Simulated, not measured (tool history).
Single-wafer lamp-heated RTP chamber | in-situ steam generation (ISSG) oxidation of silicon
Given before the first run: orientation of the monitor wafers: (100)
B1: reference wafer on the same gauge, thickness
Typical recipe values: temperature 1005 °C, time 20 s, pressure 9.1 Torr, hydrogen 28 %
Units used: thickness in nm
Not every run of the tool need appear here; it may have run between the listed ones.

run 1 hour=0 | temperature=1005 time=20 pressure=9.1 hydrogen=28 | B1=4.861 | thickness=5.351
-- hour=45.9 pressure gauge zeroed
run 2 hour=71.2 | temperature=993 time=20 pressure=7.9 hydrogen=28 | B1=4.863 | thickness=5.164
run 3 hour=109.5 | temperature=1005 time=20 pressure=9.1 hydrogen=28 | B1=4.862 | thickness=5.349
run 4 hour=144.6 | temperature=1005 time=20 pressure=9.1 hydrogen=28 | B1=4.861 | thickness=5.354
run 5 hour=204.6 | temperature=1005 time=20 pressure=9.1 hydrogen=28 | B1=4.859 | thickness=5.357
run 6 hour=272.3 | temperature=996 time=20 pressure=8.7 hydrogen=28 | B1=4.858 | thickness=5.189
run 7 hour=318.5 | temperature=996 time=20 pressure=8.7 hydrogen=28 | B1=4.861 | thickness=5.205
run 8 hour=385.3 | temperature=996 time=24 pressure=8.7 hydrogen=23 | B1=4.86 | thickness=5.382
run 9 hour=425.4 | temperature=1005 time=17 pressure=9.1 hydrogen=32 | B1=4.861 | thickness=5.135
run 10 hour=482.9 | temperature=1005 time=20 pressure=8.2 hydrogen=28 | B1=4.86 | thickness=5.417
run 11 hour=519 | temperature=1005 time=20 pressure=9.1 hydrogen=28 | B1=4.858 | thickness=5.348
-- hour=582 pyrometer window cleaned and pyrometer calibrated
run 12 hour=582.4 | temperature=1005 time=20 pressure=10.1 hydrogen=28 | B1=4.859 | thickness=5.161
run 13 hour=643.4 | temperature=996 time=24 pressure=8.7 hydrogen=23 | B1=4.862 | thickness=5.302
run 14 hour=699.6 | temperature=1024 time=17 pressure=9.6 hydrogen=22 | B1=4.862 | thickness=4.978
run 15 hour=729.7 | temperature=1005 time=24 pressure=9.1 hydrogen=28 | B1=4.858 | thickness=5.766
run 16 hour=754.4 | temperature=1005 time=16 pressure=9.1 hydrogen=28 | B1=4.857 | thickness=4.771
run 17 hour=796.5 | temperature=1005 time=22 pressure=9.1 hydrogen=28 | B1=4.863 | thickness=5.534
-- hour=846.7 hydrogen flow controller replaced
run 18 hour=867.5 | temperature=996 time=20 pressure=9.9 hydrogen=28 | B1=4.861 | thickness=5.09
run 19 hour=929.5 | temperature=1005 time=20 pressure=9.1 hydrogen=28 | B1=4.86 | thickness=5.363
run 20 hour=978.4 | temperature=1005 time=20 pressure=9.1 hydrogen=28 | B1=4.86 | thickness=5.374
run 21 hour=1023.1 | temperature=1005 time=20 pressure=9.1 hydrogen=28 | B1=4.86 | thickness=5.371
run 22 hour=1084.6 | temperature=991 time=12 pressure=10.2 hydrogen=32 | B1=4.862 | thickness=4.104
run 23 hour=1111.1 | temperature=995 time=18 pressure=9.1 hydrogen=22 | B1=4.858 | thickness=4.643
run 24 hour=1177.5 | temperature=1014 time=20 pressure=9.1 hydrogen=28 | B1=4.859 | thickness=5.592
run 25 hour=1222.4 | temperature=990 time=23 pressure=9.1 hydrogen=28 | B1=4.861 | thickness=5.387
run 26 hour=1272.1 | temperature=1005 time=20 pressure=9.1 hydrogen=28 | B1=4.861 | thickness=5.382
run 27 hour=1340.8 | temperature=1005 time=12 pressure=9.1 hydrogen=28 | B1=4.86 | thickness=4.269
run 28 hour=1395.4 | temperature=1005 time=20 pressure=9.1 hydrogen=20 | B1=4.863 | thickness=4.971
run 29 hour=1447.9 | temperature=1023 time=20 pressure=9.1 hydrogen=28 | B1=4.861 | thickness=5.847
run 30 hour=1500.4 | temperature=1005 time=20 pressure=9.1 hydrogen=32 | B1=4.861 | thickness=5.554

Here are 5 independent what-if runs from the current tool condition. What would each one return?
run A hour=1500.9 | temperature=1005 time=20 pressure=10.2 hydrogen=28 | B1=? | thickness=?
run B hour=1500.9 | temperature=1018 time=20 pressure=8.3 hydrogen=28 | B1=? | thickness=?
run C hour=1500.9 | temperature=1005 time=20 pressure=7.8 hydrogen=28 | B1=? | thickness=?
run D hour=1500.9 | temperature=1005 time=17 pressure=7.6 hydrogen=32 | B1=? | thickness=?
run E hour=1500.9 | temperature=1000 time=20 pressure=8 hydrogen=28 | B1=? | thickness=?

run=A B1=4.86 thickness=5.264
run=B B1=4.86 thickness=5.767
run=C B1=4.86 thickness=5.458
run=D B1=4.86 thickness=5.261
run=E B1=4.86 thickness=5.337
Without the tool's unlogged condition, the same runs would have read:
run=A thickness=5.196
run=B thickness=5.689
run=C thickness=5.392
run=D thickness=5.203
run=E thickness=5.276
